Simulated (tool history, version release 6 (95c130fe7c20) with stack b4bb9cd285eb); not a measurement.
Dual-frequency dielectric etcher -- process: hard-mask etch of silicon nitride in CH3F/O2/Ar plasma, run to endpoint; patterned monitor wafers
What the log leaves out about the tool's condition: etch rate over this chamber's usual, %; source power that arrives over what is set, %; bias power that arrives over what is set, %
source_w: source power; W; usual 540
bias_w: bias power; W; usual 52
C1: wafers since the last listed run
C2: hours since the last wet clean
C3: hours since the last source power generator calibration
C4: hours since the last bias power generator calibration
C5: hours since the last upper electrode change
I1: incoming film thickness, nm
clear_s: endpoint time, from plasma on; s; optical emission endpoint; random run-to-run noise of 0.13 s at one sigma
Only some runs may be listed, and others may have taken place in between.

{"run": 1, "day": 0.0, "source_w": 540, "bias_w": 57, "C1": 0, "C2": 360.3, "C3": 1992.4, "C4": 3368.5, "C5": 3019, "I1": 29.22, "clear_s": 38.3}
{"run": 2, "day": 1.188, "source_w": 540, "bias_w": 57, "C1": 249, "C2": 388.8, "C3": 2020.9, "C4": 3397, "C5": 3047.5, "I1": 29.08, "clear_s": 38.1}
{"run": 3, "day": 1.883, "source_w": 540, "bias_w": 46, "C1": 146, "C2": 405.5, "C3": 2037.6, "C4": 3413.7, "C5": 3064.2, "I1": 28.88, "clear_s": 42}
{"run": 4, "day": 3.033, "source_w": 540, "bias_w": 52, "C1": 241, "C2": 433.1, "C3": 2065.2, "C4": 3441.3, "C5": 3091.8, "I1": 29.11, "clear_s": 40.1}
{"run": 5, "day": 4.396, "source_w": 540, "bias_w": 52, "C1": 285, "C2": 465.8, "C3": 2097.9, "C4": 3474, "C5": 3124.5, "I1": 29.14, "clear_s": 39.7}
{"run": 6, "day": 5.375, "source_w": 540, "bias_w": 49, "C1": 205, "C2": 489.3, "C3": 2121.4, "C4": 3497.5, "C5": 3148, "I1": 29.18, "clear_s": 40.9}
{"run": 7, "day": 5.929, "source_w": 480, "bias_w": 49, "C1": 116, "C2": 502.6, "C3": 2134.7, "C4": 3510.8, "C5": 3161.3, "I1": 28.83, "clear_s": 42.6}
{"day": 10.033, "done": "wet clean of the chamber"}
{"day": 10.033, "done": "source power generator calibrated"}
{"run": 8, "day": 10.054, "source_w": 480, "bias_w": 49, "C1": 830, "C2": 0.5, "C3": 0.5, "C4": 3609.8, "C5": 3260.3, "I1": 29.06, "clear_s": 44.4}
{"run": 9, "day": 10.775, "source_w": 480, "bias_w": 49, "C1": 151, "C2": 17.8, "C3": 17.8, "C4": 3627.1, "C5": 3277.6, "I1": 28.96, "clear_s": 44.3}
{"day": 11.662, "done": "bias power generator calibrated"}
{"run": 10, "day": 12.433, "source_w": 490, "bias_w": 52, "C1": 312, "C2": 57.6, "C3": 57.6, "C4": 18.5, "C5": 3317.4, "I1": 29.11, "clear_s": 42.9}
{"run": 11, "day": 15.933, "source_w": 640, "bias_w": 57, "C1": 734, "C2": 141.6, "C3": 141.6, "C4": 102.5, "C5": 3401.4, "I1": 29.06, "clear_s": 36.3}
{"run": 12, "day": 16.683, "source_w": 640, "bias_w": 45, "C1": 157, "C2": 159.6, "C3": 159.6, "C4": 120.5, "C5": 3419.4, "I1": 29, "clear_s": 39.8}
{"run": 13, "day": 17.946, "source_w": 450, "bias_w": 64, "C1": 264, "C2": 189.9, "C3": 189.9, "C4": 150.8, "C5": 3449.7, "I1": 29.01, "clear_s": 39.8}
{"day": 20.917, "done": "upper electrode replaced"}
{"run": 14, "day": 21.8, "source_w": 480, "bias_w": 64, "C1": 598, "C2": 282.4, "C3": 282.4, "C4": 243.3, "C5": 21.2, "I1": 29.1, "clear_s": 38.6}
{"run": 15, "day": 22.854, "source_w": 470, "bias_w": 56, "C1": 221, "C2": 307.7, "C3": 307.7, "C4": 268.6, "C5": 46.5, "I1": 29.12, "clear_s": 41.4}
{"run": 16, "day": 24.238, "source_w": 620, "bias_w": 41, "C1": 290, "C2": 340.9, "C3": 340.9, "C4": 301.8, "C5": 79.7, "I1": 28.78, "clear_s": 41.6}
{"run": 17, "day": 25.442, "source_w": 440, "bias_w": 46, "C1": 252, "C2": 369.8, "C3": 369.8, "C4": 330.7, "C5": 108.6, "I1": 29.02, "clear_s": 46.6}
{"run": 18, "day": 26.788, "source_w": 640, "bias_w": 45, "C1": 282, "C2": 402.1, "C3": 402.1, "C4": 363, "C5": 140.9, "I1": 28.7, "clear_s": 38.9}
{"run": 19, "day": 27.379, "source_w": 470, "bias_w": 56, "C1": 124, "C2": 416.3, "C3": 416.3, "C4": 377.2, "C5": 155.1, "I1": 29.43, "clear_s": 41.6}
{"run": 20, "day": 28.508, "source_w": 680, "bias_w": 47, "C1": 236, "C2": 443.4, "C3": 443.4, "C4": 404.3, "C5": 182.2, "I1": 28.98, "clear_s": 37.7}

Each row is a separate what-if for the run after 20, all from the same tool condition, not one after another. Results?
{"run": "A", "day": 28.525, "source_w": 540, "bias_w": 52, "C1": 3, "C2": 443.8, "C3": 443.8, "C4": 404.7, "C5": 182.6, "I1": 29.05, "clear_s": "?"}
{"run": "B", "day": 28.525, "source_w": 650, "bias_w": 48, "C1": 3, "C2": 443.8, "C3": 443.8, "C4": 404.7, "C5": 182.6, "I1": 29.05, "clear_s": "?"}
{"run": "C", "day": 28.525, "source_w": 540, "bias_w": 43, "C1": 3, "C2": 443.8, "C3": 443.8, "C4": 404.7, "C5": 182.6, "I1": 29.05, "clear_s": "?"}
{"run": "D", "day": 28.525, "source_w": 540, "bias_w": 61, "C1": 3, "C2": 443.8, "C3": 443.8, "C4": 404.7, "C5": 182.6, "I1": 29.05, "clear_s": "?"}
{"run": "E", "day": 28.525, "source_w": 540, "bias_w": 44, "C1": 3, "C2": 443.8, "C3": 443.8, "C4": 404.7, "C5": 182.6, "I1": 29.05, "clear_s": "?"}

run=A clear_s=40
run=B clear_s=38.2
run=C clear_s=43.6
run=D clear_s=37.2
run=E clear_s=43.1
With no hidden state in the tool, these same runs would have given:
run=A clear_s=41.1
run=B clear_s=39.3
run=C clear_s=44.8
run=D clear_s=38.3
run=E clear_s=44.4
